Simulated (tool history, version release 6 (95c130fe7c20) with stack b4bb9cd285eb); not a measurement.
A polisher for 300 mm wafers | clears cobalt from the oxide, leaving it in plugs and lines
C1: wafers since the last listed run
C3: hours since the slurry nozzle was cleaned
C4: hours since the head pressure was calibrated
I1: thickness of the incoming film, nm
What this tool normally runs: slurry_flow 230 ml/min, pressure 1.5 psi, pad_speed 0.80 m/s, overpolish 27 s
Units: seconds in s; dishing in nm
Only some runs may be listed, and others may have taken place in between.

Run 1, hour 0.0: usual settings; C1 0; wafers polished on this pad 1212; C3 451.1; C4 4.4; I1 170.5. Result: seconds 56.8 s, dishing 29.1 nm.
Run 2, hour 33.0: usual settings; C1 245; wafers polished on this pad 1457; C3 484.1; C4 37.4; I1 168.0. Result: seconds 55.8 s, dishing 29.0 nm.
Run 3, hour 94.1: usual settings but slurry_flow 210 ml/min, pressure 1.2 psi; C1 454; wafers polished on this pad 1911; C3 545.2; C4 98.5; I1 169.3. Result: seconds 66.2 s, dishing 28.1 nm.
Run 4, hour 107.8: usual settings but slurry_flow 210 ml/min, pressure 1.2 psi; C1 101; wafers polished on this pad 2013; C3 558.9; C4 112.2; I1 170.4. Result: seconds 64.1 s, dishing 28.9 nm.
Run 5, hour 125.4: usual settings but slurry_flow 210 ml/min, pressure 1.2 psi; C1 130; wafers polished on this pad 2144; C3 576.5; C4 129.8; I1 169.7. Result: seconds 63.8 s, dishing 29.8 nm.
At hour 134.2: worn pad replaced by a new one.
Run 6, hour 138.9: usual settings but pressure 1.1 psi; C1 70; wafers polished on this pad 34; C3 590.0; C4 143.3; I1 170.7. Result: seconds 68.2 s, dishing 28.1 nm.
Run 7, hour 152.1: usual settings but pressure 1.1 psi; C1 98; wafers polished on this pad 133; C3 603.2; C4 156.5; I1 168.6. Result: seconds 68.7 s, dishing 27.3 nm.
Run 8, hour 176.6: usual settings but pad_speed 0.98 m/s; C1 182; wafers polished on this pad 315; C3 627.7; C4 181.0; I1 169.2. Result: seconds 46.6 s, dishing 31.8 nm.
At hour 199.2: slurry nozzle cleaned.
Run 9, hour 204.3: usual settings but pad_speed 0.98 m/s; C1 198; wafers polished on this pad 513; C3 5.1; C4 208.7; I1 169.6. Result: seconds 46.9 s, dishing 31.6 nm.
Run 10, hour 235.6: usual settings; C1 232; wafers polished on this pad 746; C3 36.4; C4 240.0; I1 171.6. Result: seconds 56.4 s, dishing 29.6 nm.
Run 11, hour 263.7: usual settings; C1 208; wafers polished on this pad 954; C3 64.5; C4 268.1; I1 169.5. Result: seconds 57.3 s, dishing 30.1 nm.
At hour 272.7: head pressure recalibrated.
Run 12, hour 293.4: usual settings but pressure 1.9 psi, pad_speed 0.68 m/s; C1 205; wafers polished on this pad 1160; C3 94.2; C4 20.7; I1 168.2. Result: seconds 56.1 s, dishing 30.6 nm.
Run 13, hour 321.4: usual settings; C1 208; wafers polished on this pad 1368; C3 122.2; C4 48.7; I1 170.1. Result: seconds 57.8 s, dishing 29.5 nm.
Run 14, hour 335.7: usual settings but pressure 1.9 psi, pad_speed 0.94 m/s; C1 106; wafers polished on this pad 1474; C3 136.5; C4 63.0; I1 169.3. Result: seconds 41.5 s, dishing 31.8 nm.
Run 15, hour 350.5: usual settings but pad_speed 0.58 m/s, overpolish 16 s; C1 109; wafers polished on this pad 1584; C3 151.3; C4 77.8; I1 169.1. Result: seconds 76.4 s, dishing 21.2 nm.
Run 16, hour 417.2: usual settings; C1 495; wafers polished on this pad 2080; C3 218.0; C4 144.5; I1 169.3. Result: seconds 56.1 s, dishing 29.1 nm.
At hour 440.3: worn pad replaced by a new one.
Run 17, hour 448.0: usual settings but slurry_flow 250 ml/min, pad_speed 1.08 m/s; C1 199; wafers polished on this pad 57; C3 248.8; C4 175.3; I1 169.2. Result: seconds 41.9 s, dishing 32.1 nm.
Run 18, hour 469.9: usual settings but slurry_flow 170 ml/min, pressure 1.7 psi, pad_speed 0.54 m/s; C1 162; wafers polished on this pad 219; C3 270.7; C4 197.2; I1 167.9. Result: seconds 75.7 s, dishing 26.4 nm.
Run 19, hour 488.7: usual settings but pressure 1.7 psi, pad_speed 0.94 m/s, overpolish 34 s; C1 139; wafers polished on this pad 359; C3 289.5; C4 216.0; I1 168.8. Result: seconds 44.7 s, dishing 33.3 nm.
Run 20, hour 514.0: usual settings; C1 187; wafers polished on this pad 547; C3 314.8; C4 241.3; I1 168.0. Result: seconds 56.6 s, dishing 29.5 nm.
Run 21, hour 530.9: usual settings but slurry_flow 175 ml/min, pressure 1.3 psi; C1 125; wafers polished on this pad 673; C3 331.7; C4 258.2; I1 168.0. Result: seconds 62.8 s, dishing 29.2 nm.
Run 22, hour 548.0: usual settings but slurry_flow 295 ml/min, pressure 1.3 psi, overpolish 23 s; C1 127; wafers polished on this pad 800; C3 348.8; C4 275.3; I1 168.8. Result: seconds 59.8 s, dishing 28.3 nm.
Run 23, hour 566.6: usual settings but slurry_flow 180 ml/min, pressure 1.0 psi; C1 138; wafers polished on this pad 938; C3 367.4; C4 293.9; I1 171.4. Result: seconds 73.1 s, dishing 27.0 nm.
At hour 570.5: head pressure recalibrated.
Run 24, hour 597.2: usual settings; C1 212; wafers polished on this pad 1150; C3 398.0; C4 26.7; I1 172.9. Result: seconds 59.7 s, dishing 28.7 nm.
Run 25, hour 676.4: usual settings; C1 588; wafers polished on this pad 1739; C3 477.2; C4 105.9; I1 168.6. Result: seconds 54.8 s, dishing 30.1 nm.
At hour 682.5: worn pad replaced by a new one.
Run 26, hour 702.8: usual settings but slurry_flow 200 ml/min, pressure 1.9 psi, pad_speed 0.96 m/s, overpolish 33 s; C1 166; wafers polished on this pad 150; C3 503.6; C4 132.3; I1 166.8. Result: seconds 41.6 s, dishing 32.6 nm.
Run 27, hour 736.0: usual settings; C1 246; wafers polished on this pad 397; C3 536.8; C4 165.5; I1 169.4. Result: seconds 56.1 s, dishing 30.3 nm.
Run 28, hour 766.8: usual settings; C1 228; wafers polished on this pad 626; C3 567.6; C4 196.3; I1 167.3. Result: seconds 56.0 s, dishing 29.2 nm.
Run 29, hour 780.6: usual settings; C1 102; wafers polished on this pad 729; C3 581.4; C4 210.1; I1 172.2. Result: seconds 58.0 s, dishing 28.9 nm.
Run 30, hour 803.0: usual settings but slurry_flow 180 ml/min; C1 166; wafers polished on this pad 895; C3 603.8; C4 232.5; I1 168.1. Result: seconds 58.0 s, dishing 29.5 nm.
Run 31, hour 835.6: usual settings but slurry_flow 295 ml/min, pad_speed 1.02 m/s; C1 242; wafers polished on this pad 1137; C3 636.4; C4 265.1; I1 168.5. Result: seconds 44.5 s, dishing 32.5 nm.
Run 32, hour 849.5: usual settings but slurry_flow 160 ml/min, pressure 1.8 psi, pad_speed 0.54 m/s; C1 103; wafers polished on this pad 1241; C3 650.3; C4 279.0; I1 170.1. Result: seconds 75.6 s, dishing 27.3 nm.
Run 33, hour 874.7: usual settings but slurry_flow 265 ml/min, pressure 1.3 psi, pad_speed 1.08 m/s, overpolish 16 s; C1 187; wafers polished on this pad 1428; C3 675.5; C4 304.2; I1 169.6. Result: seconds 45.9 s, dishing 27.4 nm.
Run 34, hour 902.6: usual settings but pad_speed 1.08 m/s; C1 207; wafers polished on this pad 1635; C3 703.4; C4 332.1; I1 170.9. Result: seconds 42.6 s, dishing 31.9 nm.
At hour 928.7: head pressure recalibrated.
Run 35, hour 933.4: usual settings; C1 213; wafers polished on this pad 1849; C3 734.2; C4 4.7; I1 167.6. Result: seconds 55.5 s, dishing 30.8 nm.

What differs in the tool's unlogged condition from the final listed run ahead of each entry between runs to the first listed run following it?
Logged between run 5 and run 6: worn pad replaced by a new one (hour 134.2)
  the hidden state is the same at both runs
Logged between run 8 and run 9: slurry nozzle cleaned (hour 199.2)
  the hidden state is the same at both runs
Logged between run 11 and run 12: head pressure recalibrated (hour 272.7)
  the hidden state is the same at both runs
Logged between run 16 and run 17: worn pad replaced by a new one (hour 440.3)
  the hidden state is the same at both runs
Logged between run 23 and run 24: head pressure recalibrated (hour 570.5)
  the hidden state is the same at both runs
Logged between run 25 and run 26: worn pad replaced by a new one (hour 682.5)
  the hidden state is the same at both runs
Logged between run 34 and run 35: head pressure recalibrated (hour 928.7)
  the hidden state is the same at both runs

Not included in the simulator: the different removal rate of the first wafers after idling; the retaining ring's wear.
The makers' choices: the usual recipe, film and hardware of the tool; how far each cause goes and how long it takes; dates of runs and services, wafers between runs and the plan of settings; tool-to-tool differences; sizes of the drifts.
